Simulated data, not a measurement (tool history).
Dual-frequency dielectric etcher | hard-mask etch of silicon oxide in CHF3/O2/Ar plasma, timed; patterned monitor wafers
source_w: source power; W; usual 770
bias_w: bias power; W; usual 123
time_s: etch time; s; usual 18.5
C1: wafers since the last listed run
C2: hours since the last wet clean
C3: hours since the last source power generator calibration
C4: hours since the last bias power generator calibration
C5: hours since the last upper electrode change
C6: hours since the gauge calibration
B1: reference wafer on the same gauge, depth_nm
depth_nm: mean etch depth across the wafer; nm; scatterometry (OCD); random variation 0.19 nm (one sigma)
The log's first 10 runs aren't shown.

run 11 day=6.062 | source_w=770 bias_w=123 time_s=18.5 | C1=4 C2=392.1 C3=3339.6 C4=4542.8 C5=0.8 C6=380.3 | B1=41.85 | depth_nm=37.94
run 12 day=6.508 | source_w=770 bias_w=123 time_s=18.5 | C1=165 C2=402.8 C3=3350.3 C4=4553.5 C5=11.5 C6=391 | B1=41.78 | depth_nm=37.41
run 13 day=7.071 | source_w=770 bias_w=123 time_s=18.5 | C1=209 C2=416.3 C3=3363.8 C4=4567 C5=25 C6=404.5 | B1=41.89 | depth_nm=37.96
run 14 day=7.779 | source_w=840 bias_w=133 time_s=18.5 | C1=263 C2=433.3 C3=3380.8 C4=4584 C5=42 C6=421.5 | B1=41.86 | depth_nm=40.3
run 15 day=8.083 | source_w=770 bias_w=123 time_s=18.5 | C1=113 C2=440.6 C3=3388.1 C4=4591.3 C5=49.3 C6=428.8 | B1=41.77 | depth_nm=37.98
run 16 day=8.742 | source_w=770 bias_w=131 time_s=24 | C1=244 C2=456.4 C3=3403.9 C4=4607.1 C5=65.1 C6=444.6 | B1=41.71 | depth_nm=49.93
run 17 day=9.183 | source_w=910 bias_w=109 time_s=18.5 | C1=164 C2=467 C3=3414.5 C4=4617.7 C5=75.7 C6=455.2 | B1=41.81 | depth_nm=38.74
-- day=9.462 source power generator calibrated
run 18 day=9.621 | source_w=770 bias_w=123 time_s=18.5 | C1=100 C2=477.5 C3=3.8 C4=4628.2 C5=86.2 C6=465.7 | B1=41.71 | depth_nm=37.94
run 19 day=10.142 | source_w=590 bias_w=123 time_s=18.5 | C1=193 C2=490 C3=16.3 C4=4640.7 C5=98.7 C6=478.2 | B1=41.81 | depth_nm=34.06
run 20 day=10.479 | source_w=770 bias_w=144 time_s=18.5 | C1=125 C2=498.1 C3=24.4 C4=4648.8 C5=106.8 C6=486.3 | B1=41.79 | depth_nm=40.53
run 21 day=11.162 | source_w=770 bias_w=123 time_s=18.5 | C1=254 C2=514.5 C3=40.8 C4=4665.2 C5=123.2 C6=502.7 | B1=41.79 | depth_nm=37.99
run 22 day=11.475 | source_w=660 bias_w=123 time_s=16.5 | C1=116 C2=522 C3=48.3 C4=4672.7 C5=130.7 C6=510.2 | B1=41.82 | depth_nm=31.71
-- day=11.812 gauge calibrated
-- day=12.454 bias power generator calibrated
-- day=12.492 wet clean of the chamber
run 23 day=12.512 | source_w=770 bias_w=123 time_s=18.5 | C1=310 C2=0.5 C3=73.2 C4=1.4 C5=155.6 C6=16.8 | B1=41.81 | depth_nm=37.08
run 24 day=12.525 | source_w=820 bias_w=123 time_s=18.5 | C1=4 C2=0.8 C3=73.5 C4=1.7 C5=155.9 C6=17.1 | B1=41.79 | depth_nm=37.78
run 25 day=14.592 | source_w=930 bias_w=123 time_s=18.5 | C1=768 C2=50.4 C3=123.1 C4=51.3 C5=205.5 C6=66.7 | B1=41.69 | depth_nm=39.81
run 26 day=15.229 | source_w=610 bias_w=96 time_s=14.5 | C1=237 C2=65.7 C3=138.4 C4=66.6 C5=220.8 C6=82 | B1=41.78 | depth_nm=24.2
run 27 day=15.946 | source_w=820 bias_w=123 time_s=13.5 | C1=266 C2=82.9 C3=155.6 C4=83.8 C5=238 C6=99.2 | B1=41.85 | depth_nm=27.63
run 28 day=16.358 | source_w=840 bias_w=153 time_s=21 | C1=153 C2=92.8 C3=165.5 C4=93.7 C5=247.9 C6=109.1 | B1=41.78 | depth_nm=46.96
run 29 day=16.896 | source_w=690 bias_w=93 time_s=15.5 | C1=199 C2=105.7 C3=178.4 C4=106.6 C5=260.8 C6=122 | B1=41.78 | depth_nm=26.61
run 30 day=17.342 | source_w=770 bias_w=123 time_s=18.5 | C1=165 C2=116.4 C3=189.1 C4=117.3 C5=271.5 C6=132.7 | B1=41.81 | depth_nm=37.17

4 ways to go on from here, each from the tool as it stands after run 30. What would each give?
run A day=17.358 | source_w=770 bias_w=123 time_s=17 | C1=6 C2=116.8 C3=189.5 C4=117.7 C5=271.9 C6=133.1 | B1=? | depth_nm=?
run B day=17.358 | source_w=590 bias_w=132 time_s=20 | C1=6 C2=116.8 C3=189.5 C4=117.7 C5=271.9 C6=133.1 | B1=? | depth_nm=?
run C day=17.358 | source_w=770 bias_w=153 time_s=14.5 | C1=6 C2=116.8 C3=189.5 C4=117.7 C5=271.9 C6=133.1 | B1=? | depth_nm=?
run D day=17.358 | source_w=920 bias_w=151 time_s=18.5 | C1=6 C2=116.8 C3=189.5 C4=117.7 C5=271.9 C6=133.1 | B1=? | depth_nm=?

run=A B1=41.84 depth_nm=33.9
run=B B1=41.84 depth_nm=36.84
run=C B1=41.84 depth_nm=31.37
run=D B1=41.84 depth_nm=42.71
Without the tool's hidden state the same runs would have given:
run=A depth_nm=33.66
run=B depth_nm=36.57
run=C depth_nm=31.14
run=D depth_nm=42.39
